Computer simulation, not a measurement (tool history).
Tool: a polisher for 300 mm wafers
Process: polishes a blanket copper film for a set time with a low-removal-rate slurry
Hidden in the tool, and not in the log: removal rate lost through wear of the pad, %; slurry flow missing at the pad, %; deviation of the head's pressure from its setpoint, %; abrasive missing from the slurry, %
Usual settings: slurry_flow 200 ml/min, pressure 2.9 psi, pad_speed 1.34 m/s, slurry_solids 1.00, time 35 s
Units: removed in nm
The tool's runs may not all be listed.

run,hour,slurry_flow,pressure,pad_speed,slurry_solids,time,wafers since the last listed run,wafers polished on this pad,hours since the slurry nozzle was cleaned,hours since the head pressure was calibrated,hours since the slurry blender was calibrated,"incoming thickness of the incoming film, nm",removed
1,0.0,200,2.9,1.34,1.00,35,0,968,433.9,395.3,44.9,1127.0,124.6
2,88.7,200,2.9,1.34,1.00,35,664,1633,522.6,484.0,133.6,1135.3,126.7
3,155.1,200,2.9,1.34,1.00,35,497,2130,589.0,550.4,200.0,1115.3,127.4
# hour 170.0: worn pad replaced by a new one
4,234.5,200,2.9,1.34,1.00,35,565,483,668.4,629.8,279.4,1122.9,125.1
# hour 264.0: slurry blender recalibrated
5,286.5,200,2.9,1.34,1.15,35,374,858,720.4,681.8,22.5,1136.6,131.4
# hour 301.4: slurry nozzle cleaned
6,338.7,200,2.9,1.34,1.15,35,383,1242,37.3,734.0,74.7,1126.3,136.6
7,383.6,200,2.9,1.34,1.15,35,336,1578,82.2,778.9,119.6,1122.6,136.4
8,425.8,180,2.9,1.34,1.15,35,316,1895,124.4,821.1,161.8,1113.7,137.5
9,476.0,200,2.7,1.34,1.10,35,376,2271,174.6,871.3,212.0,1120.8,128.7
# hour 491.4: worn pad replaced by a new one
10,518.7,200,2.9,1.34,1.00,35,290,204,217.3,914.0,254.7,1130.0,133.0
11,580.0,200,2.9,1.34,1.00,35,459,663,278.6,975.3,316.0,1117.5,134.1
12,624.2,200,2.9,1.34,1.00,35,331,995,322.8,1019.5,360.2,1112.6,132.3
# hour 628.8: slurry blender recalibrated
13,712.7,200,3.3,1.14,1.00,35,648,1643,411.3,1108.0,83.9,1126.8,128.2
# hour 742.0: head pressure recalibrated
14,750.7,175,2.9,1.54,1.10,35,269,1913,449.3,8.7,121.9,1142.9,145.1
15,822.8,200,3.4,1.78,0.80,35,540,2453,521.4,80.8,194.0,1124.7,174.9
# hour 845.3: worn pad replaced by a new one
16,912.1,200,2.9,1.34,1.00,35,639,501,610.7,170.1,283.3,1135.9,122.3
17,950.6,200,2.9,1.34,1.00,35,288,789,649.2,208.6,321.8,1102.7,118.8
# hour 964.3: slurry nozzle cleaned
# hour 982.4: slurry blender recalibrated
18,1056.8,200,2.9,1.78,1.00,35,773,1563,92.5,314.8,74.4,1117.1,169.8
19,1128.7,200,2.4,1.34,1.00,26,538,2102,164.4,386.7,146.3,1111.6,78.3
# hour 1187.6: worn pad replaced by a new one
20,1188.0,200,2.9,1.34,1.00,46,414,2,223.7,446.0,205.6,1128.7,170.5
21,1294.3,200,2.9,1.06,0.75,25,796,799,330.0,552.3,311.9,1133.0,64.9
# hour 1296.7: slurry blender recalibrated
22,1371.3,200,2.9,1.34,1.15,35,562,1361,407.0,629.3,74.6,1120.9,132.7
23,1439.2,200,2.9,1.34,0.80,41,508,1870,474.9,697.2,142.5,1104.3,140.6
# hour 1473.4: worn pad replaced by a new one
24,1497.6,200,2.9,1.34,1.00,35,407,181,533.3,755.6,200.9,1097.5,127.0
25,1541.0,200,2.9,1.60,1.00,35,325,506,576.7,799.0,244.3,1115.2,150.0
26,1621.3,200,2.9,1.34,1.00,35,601,1108,657.0,879.3,324.6,1122.3,129.9

Some steps in removed between neighbouring runs. How much of each would the tool show without its hidden state too (settings, what came in, random variation), and how much is left for the hidden state, with any gauge scatter that isn't in both results?
Run 5 -> 6: slurry nozzle cleaned. removed +5.2 nm: hidden state +6.8, all else -1.6.
Run 13 -> 14: slurry_flow 200 -> 175, pressure 3.3 -> 2.9, pad_speed 1.14 -> 1.54, slurry_solids 1.00 -> 1.10, head pressure recalibrated. removed +16.9 nm: hidden state -12.6, all else +29.5.
Run 19 -> 20: pressure 2.4 -> 2.9, time 26 -> 46, worn pad replaced by a new one. removed +92.2 nm: hidden state +2.6, all else +89.6.
Run 20 -> 21: pad_speed 1.34 -> 1.06, slurry_solids 1.00 -> 0.75, time 46 -> 25. removed -105.6 nm: hidden state -2.5, all else -103.1.
